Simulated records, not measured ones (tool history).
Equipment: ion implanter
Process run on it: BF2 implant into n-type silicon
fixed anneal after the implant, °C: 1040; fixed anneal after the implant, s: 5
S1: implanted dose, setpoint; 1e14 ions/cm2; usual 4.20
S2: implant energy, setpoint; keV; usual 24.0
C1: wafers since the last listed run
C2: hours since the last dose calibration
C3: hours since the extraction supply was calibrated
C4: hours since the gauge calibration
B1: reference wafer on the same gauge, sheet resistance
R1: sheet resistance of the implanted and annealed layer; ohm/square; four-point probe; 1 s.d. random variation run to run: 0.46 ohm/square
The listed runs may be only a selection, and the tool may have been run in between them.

run	hour	S1	S2	C1	C2	C3	C4	B1	R1
1	0.0	4.20	24.0	0	1302.3	2611.6	19.4	366.06	317.27
2	16.8	4.20	24.0	268	1319.1	2628.4	36.2	365.89	317.69
3	42.2	4.20	24.0	406	1344.5	2653.8	61.6	365.80	316.41
4	54.7	4.20	24.0	200	1357.0	2666.3	74.1	365.79	317.71
# hour 78.7: extraction supply calibrated
5	79.2	4.20	24.0	264	1381.5	0.5	98.6	365.94	318.11
6	84.5	4.20	24.0	84	1386.8	5.8	103.9	366.36	317.84
7	94.2	5.11	22.0	155	1396.5	15.5	113.6	366.19	277.01
8	109.5	5.21	24.0	244	1411.8	30.8	128.9	365.90	267.70
9	116.1	4.20	24.0	105	1418.4	37.4	135.5	366.06	316.71
# hour 135.2: Faraday cup replaced and dose calibrated
10	135.7	4.20	24.0	185	0.5	57.0	155.1	366.13	325.90
11	146.3	4.20	24.0	169	11.1	67.6	165.7	365.73	326.91
# hour 152.7: gauge calibrated
12	157.8	3.82	24.0	184	22.6	79.1	5.1	366.08	354.77
# hour 186.2: Faraday cup replaced and dose calibrated, repeated, since the last time left the tool worse
13	202.9	4.20	29.5	593	16.7	124.2	50.2	365.99	303.28
14	220.8	5.26	28.5	286	34.6	142.1	68.1	366.30	253.32

Take each entry between the runs: how does the hidden state at the last listed run before it differ from the hidden state at the first listed run after it?
Run 4 -> run 5: extraction supply calibrated (hour 78.7)
  deviation of the true dose from the Faraday cup's reading, %: -2.99 -> -3
  measured minus no-state result, R1: +7.77 -> +7.80 ohm/square
Run 9 -> run 10: Faraday cup replaced and dose calibrated (hour 135.2)
  deviation of the true dose from the Faraday cup's reading, %: -3.01 -> -6.16
  measured minus no-state result, R1: +7.80 -> +16.55 ohm/square
Run 11 -> run 12: gauge calibrated (hour 152.7)
  deviation of the true dose from the Faraday cup's reading, %: -6.23 -> -6.31
  measured minus no-state result, R1: +16.80 -> +18.85 ohm/square
Run 12 -> run 13: Faraday cup replaced and dose calibrated, repeated, since the last time left the tool worse (hour 186.2)
  deviation of the true dose from the Faraday cup's reading, %: -6.31 -> -0.7
  measured minus no-state result, R1: +18.85 -> +1.80 ohm/square
